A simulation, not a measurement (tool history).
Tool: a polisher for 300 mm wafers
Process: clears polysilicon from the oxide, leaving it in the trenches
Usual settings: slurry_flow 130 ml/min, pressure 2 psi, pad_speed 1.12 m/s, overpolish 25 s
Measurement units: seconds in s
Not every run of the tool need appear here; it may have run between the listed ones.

| run | hour | slurry_flow | pressure | pad_speed | overpolish | incoming thickness of the incoming film, nm | seconds |
|---|---|---|---|---|---|---|---|
| 1 | 0 | 130 | 2 | 1.12 | 25 | 670.4 | 57.6 |
|  | 0.3 | worn pad replaced by a new one |
|  | 40.1 | slurry nozzle cleaned |
| 2 | 49.3 | 130 | 2 | 1.12 | 25 | 668.2 | 57.8 |
| 3 | 104 | 130 | 2 | 1.12 | 25 | 674.3 | 56.9 |
| 4 | 141.4 | 130 | 2 | 1.12 | 25 | 680.7 | 58.8 |
| 5 | 210.6 | 130 | 2 | 1.12 | 25 | 659.6 | 56.1 |
|  | 234.3 | head pressure recalibrated |
|  | 239 | worn pad replaced by a new one |
| 6 | 271.2 | 130 | 2.4 | 1.12 | 25 | 673.6 | 48.2 |
| 7 | 301.3 | 130 | 2 | 0.9 | 25 | 678 | 72.6 |
| 8 | 332.5 | 130 | 2 | 0.9 | 25 | 670.4 | 72 |
| 9 | 381.9 | 130 | 2 | 0.9 | 25 | 678.5 | 73.2 |
| 10 | 445 | 130 | 2 | 1.12 | 16 | 673.3 | 56.8 |
|  | 457 | worn pad replaced by a new one |
|  | 476.5 | slurry nozzle cleaned |
| 11 | 484.2 | 130 | 2 | 1.12 | 16 | 670.3 | 57.3 |
| 12 | 522.9 | 130 | 2 | 1.12 | 25 | 676.5 | 59 |
| 13 | 590.8 | 130 | 2 | 1.12 | 25 | 672 | 58.3 |
| 14 | 651.4 | 100 | 1.4 | 0.78 | 15 | 664.3 | 125.2 |
|  | 689.7 | worn pad replaced by a new one |
|  | 691.5 | head pressure recalibrated |
| 15 | 692 | 130 | 2 | 1 | 25 | 670.3 | 64.7 |
| 16 | 729.1 | 155 | 2 | 0.92 | 25 | 675.6 | 67.3 |
| 17 | 783.8 | 130 | 2 | 0.92 | 25 | 660.9 | 70.4 |
| 18 | 843.3 | 130 | 2 | 1.12 | 16 | 680.9 | 58.7 |
|  | 877.2 | slurry nozzle cleaned |
| 19 | 907.4 | 130 | 2 | 1.3 | 13 | 672 | 49.5 |
|  | 937.4 | worn pad replaced by a new one |
| 20 | 959.5 | 130 | 2.3 | 1.12 | 39 | 664.4 | 49.7 |
| 21 | 1002.5 | 90 | 2 | 1.4 | 32 | 666.1 | 48 |
| 22 | 1192 | 115 | 1.3 | 1.12 | 39 | 681.3 | 91.4 |
|  | 1226.3 | worn pad replaced by a new one |
|  | 1227.5 | head pressure recalibrated |
| 23 | 1229.4 | 130 | 1.4 | 1.12 | 33 | 667.4 | 82.9 |
| 24 | 1277.9 | 130 | 2.5 | 0.9 | 34 | 662.7 | 56.2 |

Below are 5 alternative next runs, each starting from the tool's condition after run 24. Predict each:
| A | 1278.3 | 130 | 2 | 1.12 | 20 | 673.3 | ? |
| B | 1278.3 | 90 | 2 | 1.12 | 25 | 673.3 | ? |
| C | 1278.3 | 95 | 2 | 1.12 | 25 | 673.3 | ? |
| D | 1278.3 | 130 | 1.7 | 1.12 | 33 | 673.3 | ? |
| E | 1278.3 | 130 | 2 | 1.5 | 36 | 673.3 | ? |

| run | seconds |
|---|---|
| A | 58.1 |
| B | 62 |
| C | 61.4 |
| D | 68.3 |
| E | 43.4 |
Without the tool's hidden state the same runs would have given:
| run | seconds |
|---|---|
| A | 58.1 |
| B | 62 |
| C | 61.4 |
| D | 68.3 |
| E | 43.4 |
